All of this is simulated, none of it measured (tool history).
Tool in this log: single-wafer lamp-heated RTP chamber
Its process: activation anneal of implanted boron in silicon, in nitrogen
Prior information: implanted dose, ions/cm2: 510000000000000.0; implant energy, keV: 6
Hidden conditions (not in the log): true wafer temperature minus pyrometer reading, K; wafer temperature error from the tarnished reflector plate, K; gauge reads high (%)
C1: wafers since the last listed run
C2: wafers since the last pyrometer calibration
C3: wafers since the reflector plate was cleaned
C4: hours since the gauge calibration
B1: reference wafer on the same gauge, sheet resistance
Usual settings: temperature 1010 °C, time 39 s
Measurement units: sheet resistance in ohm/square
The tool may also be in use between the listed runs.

Run 1, hour 0.0: usual settings but time 31 s; C1 0; C2 2544; C3 3329; C4 18.4; B1 233.92. Result: sheet resistance 240.42 ohm/square.
At hour 26.1: pyrometer window cleaned and pyrometer calibrated.
Run 2, hour 38.0: usual settings; C1 356; C2 141; C3 3685; C4 56.4; B1 234.07. Result: sheet resistance 242.09 ohm/square.
Run 3, hour 45.7: usual settings; C1 91; C2 232; C3 3776; C4 64.1; B1 233.98. Result: sheet resistance 240.95 ohm/square.
Run 4, hour 76.9: usual settings; C1 370; C2 603; C3 4147; C4 95.3; B1 233.96. Result: sheet resistance 240.87 ohm/square.
Run 5, hour 90.2: usual settings; C1 158; C2 761; C3 4305; C4 108.6; B1 234.10. Result: sheet resistance 240.73 ohm/square.
Run 6, hour 108.0: usual settings; C1 211; C2 972; C3 4517; C4 126.4; B1 234.03. Result: sheet resistance 241.84 ohm/square.
Run 7, hour 119.3: usual settings; C1 134; C2 1106; C3 4651; C4 137.7; B1 233.86. Result: sheet resistance 240.93 ohm/square.
Run 8, hour 131.3: usual settings; C1 142; C2 1249; C3 4793; C4 149.7; B1 234.10. Result: sheet resistance 240.37 ohm/square.
Run 9, hour 139.5: usual settings; C1 97; C2 1346; C3 4891; C4 157.9; B1 233.93. Result: sheet resistance 240.26 ohm/square.
Run 10, hour 146.6: usual settings; C1 84; C2 1431; C3 4975; C4 165.0; B1 234.02. Result: sheet resistance 240.58 ohm/square.
Run 11, hour 153.8: usual settings; C1 85; C2 1516; C3 5061; C4 172.2; B1 234.03. Result: sheet resistance 239.99 ohm/square.
Run 12, hour 170.6: usual settings but temperature 1031 °C, time 19 s; C1 199; C2 1716; C3 5260; C4 189.0; B1 233.98. Result: sheet resistance 241.53 ohm/square.
Run 13, hour 181.1: usual settings but temperature 1029 °C, time 51 s; C1 124; C2 1841; C3 5385; C4 199.5; B1 234.04. Result: sheet resistance 235.48 ohm/square.
Run 14, hour 198.3: usual settings; C1 204; C2 2045; C3 5589; C4 216.7; B1 233.96. Result: sheet resistance 240.44 ohm/square.
Run 15, hour 213.6: usual settings but temperature 1024 °C, time 28 s; C1 181; C2 2227; C3 5771; C4 232.0; B1 234.05. Result: sheet resistance 240.16 ohm/square.
At hour 224.5: reflector plate cleaned.
At hour 234.2: pyrometer window cleaned and pyrometer calibrated.
Run 16, hour 234.7: usual settings but temperature 996 °C, time 22 s; C1 60; C2 6; C3 26; C4 253.1; B1 234.13. Result: sheet resistance 248.70 ohm/square.
At hour 246.0: gauge calibrated.
Run 17, hour 246.7: usual settings but temperature 1033 °C, time 54 s; C1 142; C2 148; C3 169; C4 0.7; B1 233.80. Result: sheet resistance 235.42 ohm/square.
Run 18, hour 262.6: usual settings but temperature 992 °C, time 20 s; C1 188; C2 337; C3 358; C4 16.6; B1 233.82. Result: sheet resistance 250.80 ohm/square.
Run 19, hour 275.1: usual settings; C1 148; C2 486; C3 506; C4 29.1; B1 234.04. Result: sheet resistance 241.05 ohm/square.
Run 20, hour 283.9: usual settings but temperature 1023 °C, time 27 s; C1 104; C2 590; C3 611; C4 37.9; B1 234.02. Result: sheet resistance 241.22 ohm/square.
Run 21, hour 299.6: usual settings but temperature 1038 °C; C1 186; C2 777; C3 797; C4 53.6; B1 233.89. Result: sheet resistance 237.07 ohm/square.
Run 22, hour 308.6: usual settings but time 26 s; C1 106; C2 884; C3 904; C4 62.6; B1 233.92. Result: sheet resistance 242.60 ohm/square.

Alternative continuations, all from the tool just after run 22; predict every row:
Run A, hour 309.0: usual settings but time 47 s; C1 4; C2 888; C3 909; C4 63.0; B1 ?. Result: sheet resistance ?.
Run B, hour 309.0: usual settings but time 59 s; C1 4; C2 888; C3 909; C4 63.0; B1 ?. Result: sheet resistance ?.
Run C, hour 309.0: usual settings but temperature 1028 °C, time 46 s; C1 4; C2 888; C3 909; C4 63.0; B1 ?. Result: sheet resistance ?.

run      B1  sheet resistance
  A  234.02            240.66
  B  234.02            239.10
  C  234.02            237.65
Take away the tool's hidden state, keep each run's random variation, and the runs would have read:
run  sheet resistance
  A            240.94
  B            239.39
  C            237.84

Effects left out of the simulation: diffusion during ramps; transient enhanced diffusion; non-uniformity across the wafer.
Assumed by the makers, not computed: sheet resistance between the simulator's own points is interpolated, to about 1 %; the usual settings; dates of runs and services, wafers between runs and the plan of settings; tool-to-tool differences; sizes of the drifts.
